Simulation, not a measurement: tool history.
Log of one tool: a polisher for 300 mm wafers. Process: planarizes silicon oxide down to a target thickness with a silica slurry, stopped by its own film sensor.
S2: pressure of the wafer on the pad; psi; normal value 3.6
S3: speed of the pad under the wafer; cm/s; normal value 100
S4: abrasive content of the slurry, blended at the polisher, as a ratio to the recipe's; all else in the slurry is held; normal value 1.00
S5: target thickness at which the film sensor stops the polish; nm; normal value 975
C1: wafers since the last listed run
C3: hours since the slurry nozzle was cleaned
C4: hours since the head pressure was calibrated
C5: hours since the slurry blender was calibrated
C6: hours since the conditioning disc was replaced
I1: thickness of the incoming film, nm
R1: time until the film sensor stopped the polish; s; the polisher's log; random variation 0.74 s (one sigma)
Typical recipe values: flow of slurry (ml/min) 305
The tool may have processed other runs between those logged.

run 1 hour=0.0 | flow_of_slurry_(ml/min)=305 S2=3.6 S3=100 S4=1.00 S5=975 | C1=0 wafers_polished_on_this_pad=128 C3=428.9 C4=859.0 C5=33.3 C6=282.8 | I1=1221.1 | R1=85.2
run 2 hour=23.3 | flow_of_slurry_(ml/min)=305 S2=3.6 S3=100 S4=1.00 S5=975 | C1=168 wafers_polished_on_this_pad=297 C3=452.2 C4=882.3 C5=56.6 C6=306.1 | I1=1193.3 | R1=76.2
run 3 hour=57.4 | flow_of_slurry_(ml/min)=305 S2=3.6 S3=100 S4=1.00 S5=975 | C1=247 wafers_polished_on_this_pad=544 C3=486.3 C4=916.4 C5=90.7 C6=340.2 | I1=1210.6 | R1=83.8
run 4 hour=81.0 | flow_of_slurry_(ml/min)=305 S2=3.6 S3=100 S4=1.00 S5=975 | C1=171 wafers_polished_on_this_pad=715 C3=509.9 C4=940.0 C5=114.3 C6=363.8 | I1=1206.2 | R1=80.3
run 5 hour=95.6 | flow_of_slurry_(ml/min)=305 S2=3.6 S3=100 S4=1.00 S5=975 | C1=105 wafers_polished_on_this_pad=821 C3=524.5 C4=954.6 C5=128.9 C6=378.4 | I1=1216.0 | R1=85.6
run 6 hour=108.2 | flow_of_slurry_(ml/min)=305 S2=3.6 S3=100 S4=1.00 S5=975 | C1=91 wafers_polished_on_this_pad=913 C3=537.1 C4=967.2 C5=141.5 C6=391.0 | I1=1235.7 | R1=91.4
-- hour=124.1 head pressure recalibrated
run 7 hour=129.9 | flow_of_slurry_(ml/min)=305 S2=3.6 S3=100 S4=1.00 S5=975 | C1=142 wafers_polished_on_this_pad=1055 C3=558.8 C4=5.8 C5=163.2 C6=412.7 | I1=1228.1 | R1=90.8
run 8 hour=149.9 | flow_of_slurry_(ml/min)=305 S2=3.6 S3=100 S4=1.00 S5=975 | C1=145 wafers_polished_on_this_pad=1201 C3=578.8 C4=25.8 C5=183.2 C6=432.7 | I1=1226.0 | R1=91.6
-- hour=159.6 slurry blender recalibrated
-- hour=161.2 worn pad replaced by a new one
-- hour=162.3 slurry nozzle cleaned
-- hour=167.7 conditioning disc replaced and pad reconditioned
run 9 hour=185.4 | flow_of_slurry_(ml/min)=305 S2=3.6 S3=100 S4=1.00 S5=975 | C1=208 wafers_polished_on_this_pad=153 C3=23.1 C4=61.3 C5=25.8 C6=17.7 | I1=1204.7 | R1=78.8
run 10 hour=200.6 | flow_of_slurry_(ml/min)=345 S2=3.6 S3=66 S4=0.75 S5=997 | C1=110 wafers_polished_on_this_pad=263 C3=38.3 C4=76.5 C5=41.0 C6=32.9 | I1=1206.4 | R1=113.8
run 11 hour=225.2 | flow_of_slurry_(ml/min)=305 S2=3.6 S3=100 S4=1.00 S5=975 | C1=178 wafers_polished_on_this_pad=442 C3=62.9 C4=101.1 C5=65.6 C6=57.5 | I1=1243.9 | R1=93.2
run 12 hour=245.8 | flow_of_slurry_(ml/min)=305 S2=4.5 S3=100 S4=1.00 S5=975 | C1=149 wafers_polished_on_this_pad=591 C3=83.5 C4=121.7 C5=86.2 C6=78.1 | I1=1220.6 | R1=68.3
run 13 hour=277.1 | flow_of_slurry_(ml/min)=305 S2=3.6 S3=100 S4=1.10 S5=975 | C1=226 wafers_polished_on_this_pad=818 C3=114.8 C4=153.0 C5=117.5 C6=109.4 | I1=1215.1 | R1=80.1
run 14 hour=296.0 | flow_of_slurry_(ml/min)=395 S2=3.6 S3=122 S4=1.00 S5=975 | C1=137 wafers_polished_on_this_pad=955 C3=133.7 C4=171.9 C5=136.4 C6=128.3 | I1=1202.6 | R1=70.5
run 15 hour=309.9 | flow_of_slurry_(ml/min)=305 S2=3.6 S3=100 S4=1.00 S5=975 | C1=100 wafers_polished_on_this_pad=1056 C3=147.6 C4=185.8 C5=150.3 C6=142.2 | I1=1225.8 | R1=88.9
run 16 hour=333.7 | flow_of_slurry_(ml/min)=205 S2=2.9 S3=100 S4=1.00 S5=975 | C1=172 wafers_polished_on_this_pad=1228 C3=171.4 C4=209.6 C5=174.1 C6=166.0 | I1=1216.8 | R1=111.1
-- hour=349.8 worn pad replaced by a new one
run 17 hour=359.4 | flow_of_slurry_(ml/min)=365 S2=3.6 S3=100 S4=1.00 S5=975 | C1=157 wafers_polished_on_this_pad=69 C3=197.1 C4=235.3 C5=199.8 C6=191.7 | I1=1225.9 | R1=90.5

State the hidden condition of the tool at each of the runs:
removal rate lost through wear of the pad, %: 0 at every run
slurry flow missing at the pad, %: 0 at every run
deviation of the head's pressure from its setpoint, %: 0 at every run
time polished since the conditioner stopped cutting, s: 0 at every run
H1: abrasive missing from the slurry, %
run=1 H1=0.929
run=2 H1=1.31
run=3 H1=2.21
run=4 H1=3.08
run=5 H1=3.72
run=6 H1=4.34
run=7 H1=5.53
run=8 H1=6.78
run=9 H1=0.618
run=10 H1=0.802
run=11 H1=1.27
run=12 H1=1.84
run=13 H1=2.99
run=14 H1=3.85
run=15 H1=4.57
run=16 H1=5.96
run=17 H1=7.69
